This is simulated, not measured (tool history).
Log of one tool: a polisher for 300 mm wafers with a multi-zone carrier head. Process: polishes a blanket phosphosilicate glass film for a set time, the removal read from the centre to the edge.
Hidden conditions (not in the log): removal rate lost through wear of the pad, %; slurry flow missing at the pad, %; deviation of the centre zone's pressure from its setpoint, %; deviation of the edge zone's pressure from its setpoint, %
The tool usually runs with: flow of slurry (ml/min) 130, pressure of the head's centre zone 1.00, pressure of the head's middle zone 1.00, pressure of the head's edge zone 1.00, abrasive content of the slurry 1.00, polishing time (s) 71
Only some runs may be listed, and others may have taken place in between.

run    hour  flow of slurry (ml/min)  pressure of the head's centre zone  pressure of the head's middle zone  pressure of the head's edge zone  abrasive content of the slurry  polishing time (s)  wafers since the last listed run  wafers polished on this pad  hours since the slurry nozzle was cleaned  hours since the centre zone pressure was calibrated  hours since the edge zone pressure was calibrated  hours since the carrier head's membrane was replaced  incoming thickness of the incoming film, nm  film removed at the wafer's centre (nm)  film removed at mid-radius (nm)  film removed at the wafer's edge (nm)
  1     0.0                      130                                1.00                                1.00                              0.95                            1.00                  71                                 0                          318                                       75.1                                               1356.9                                               80.4                                                1344.1                                       3943.4                                    385.5                            383.8                                  375.0
  2    25.3                      130                                1.00                                1.00                              1.00                            1.00                  54                               285                          604                                      100.4                                               1382.2                                              105.7                                                1369.4                                       3901.7                                    284.7                            287.9                                  290.8
  3    58.7                      130                                1.00                                1.00                              1.00                            1.00                  71                               377                          981                                      133.8                                               1415.6                                              139.1                                                1402.8                                       3873.9                                    369.1                            369.0                                  362.8
  4   151.6                      170                                1.00                                1.00                              1.00                            1.00                  71                              1048                         2030                                      226.7                                               1508.5                                              232.0                                                1495.7                                       3934.8                                    375.3                            373.8                                  364.8
      155.8  -- centre zone pressure recalibrated
  5   204.0                      130                                1.00                                0.94                              1.00                            1.20                  71                               569                         2599                                      279.1                                                 48.2                                              284.4                                                1548.1                                       3940.5                                    353.1                            334.1                                  350.3
  6   238.0                      130                                1.00                                1.00                              1.00                            1.00                  71                               383                         2983                                      313.1                                                 82.2                                              318.4                                                1582.1                                       3935.2                                    324.5                            339.2                                  328.8
  7   295.8                      115                                1.00                                1.00                              0.94                            1.00                  71                               652                         3635                                      370.9                                                140.0                                              376.2                                                1639.9                                       3920.3                                    309.1                            305.8                                  310.1
  8   340.4                      130                                1.00                                1.00                              1.00                            1.00                  71                               503                         4139                                      415.5                                                184.6                                              420.8                                                1684.5                                       3947.3                                    304.8                            321.0                                  322.1
      343.1  -- edge zone pressure recalibrated
  9   385.5                      130                                0.89                                1.00                              1.00                            1.00                  63                               486                         4626                                      460.6                                                229.7                                               42.4                                                1729.6                                       3908.5                                    245.0                            277.5                                  284.1
 10   434.3                      130                                0.90                                1.05                              1.00                            1.00                  71                               550                         5177                                      509.4                                                278.5                                               91.2                                                1778.4                                       3919.7                                    269.1                            314.5                                  319.4
      484.1  -- carrier head's membrane replaced by a new one
      502.7  -- worn pad replaced by a new one
      503.3  -- slurry nozzle cleaned
 11   631.1                      130                                1.00                                1.00                              0.89                            1.00                  83                              2114                         1443                                      127.8                                                475.3                                              288.0                                                 147.0                                       3925.9                                    412.3                            414.5                                  390.7
 12   689.6                      170                                1.00                                1.00                              1.00                            1.00                  71                               660                         2103                                      186.3                                                533.8                                              346.5                                                 205.5                                       3919.0                                    355.3                            360.1                                  355.4
 13   722.8                      130                                1.00                                1.00                              1.00                            1.00                  71                               374                         2478                                      219.5                                                567.0                                              379.7                                                 238.7                                       3923.2                                    333.1                            329.8                                  344.7
 14   782.7                      130                                1.00                                1.00                              1.00                            1.10                  71                               676                         3154                                      279.4                                                626.9                                              439.6                                                 298.6                                       3958.8                                    336.6                            335.5                                  338.9
      792.9  -- edge zone pressure recalibrated
 15   826.9                      130                                1.00                                1.00                              1.00                            1.15                  71                               476                         3631                                      323.6                                                671.1                                               34.0                                                 342.8                                       3913.6                                    329.7                            332.4                                  334.5
 16   874.5                      165                                1.03                                1.00                              1.00                            1.00                  71                               537                         4168                                      371.2                                                718.7                                               81.6                                                 390.4                                       3935.2                                    349.4                            339.7                                  329.3
 17   902.9                      130                                1.00                                1.00                              1.10                            1.10                  71                               320                         4489                                      399.6                                                747.1                                              110.0                                                 418.8                                       3923.5                                    306.8                            317.1                                  343.2
      959.4  -- worn pad replaced by a new one
 18   973.0                       95                                0.91                                0.92                              1.00                            0.75                  71                               746                          153                                      469.7                                                817.2                                              180.1                                                 488.9                                       3929.9                                    252.9                            272.4                                  317.9
 19   999.7                      170                                1.00                                0.92                              1.00                            1.15                  71                               301                          454                                      496.4                                                843.9                                              206.8                                                 515.6                                       3919.5                                    387.3                            364.5                                  389.1
 20  1032.7                      110                                1.00                                1.00                              1.00                            1.00                  71                               372                          827                                      529.4                                                876.9                                              239.8                                                 548.6                                       3955.2                                    292.8                            312.1                                  325.5

Alternative continuations, all from the tool just after run 20; predict every row:
  A  1033.1                      130                                1.00                                1.00                              1.00                            1.00                  71                                 4                          831                                      529.8                                                877.3                                              240.2                                                 549.0                                       3945.7                                        ?                                ?                                      ?
  B  1033.1                      175                                1.00                                0.92                              1.00                            1.15                  71                                 4                          831                                      529.8                                                877.3                                              240.2                                                 549.0                                       3945.7                                        ?                                ?                                      ?
  C  1033.1                      130                                1.00                                1.00                              1.08                            0.90                  49                                 4                          831                                      529.8                                                877.3                                              240.2                                                 549.0                                       3945.7                                        ?                                ?                                      ?
  D  1033.1                      130                                0.94                                1.00                              1.00                            1.15                  92                                 4                          831                                      529.8                                                877.3                                              240.2                                                 549.0                                       3945.7                                        ?                                ?                                      ?
  E  1033.1                      130                                1.00                                1.00                              1.00                            1.30                  71                                 4                          831                                      529.8                                                877.3                                              240.2                                                 549.0                                       3945.7                                        ?                                ?                                      ?

run  film removed at the wafer's centre (nm)  film removed at mid-radius (nm)  film removed at the wafer's edge (nm)
  A                                    325.1                            334.9                                  342.8
  B                                    376.3                            359.1                                  378.9
  C                                    218.8                            225.3                                  237.0
  D                                    409.7                            449.3                                  459.7
  E                                    347.0                            357.4                                  365.8
Without the tool's unlogged condition, the same runs would have read:
run  film removed at the wafer's centre (nm)  film removed at mid-radius (nm)  film removed at the wafer's edge (nm)
  A                                    407.6                            411.3                                  402.4
  B                                    451.5                            425.2                                  435.6
  C                                    274.3                            276.7                                  278.3
  D                                    513.6                            551.7                                  539.7
  E                                    435.0                            438.9                                  429.5
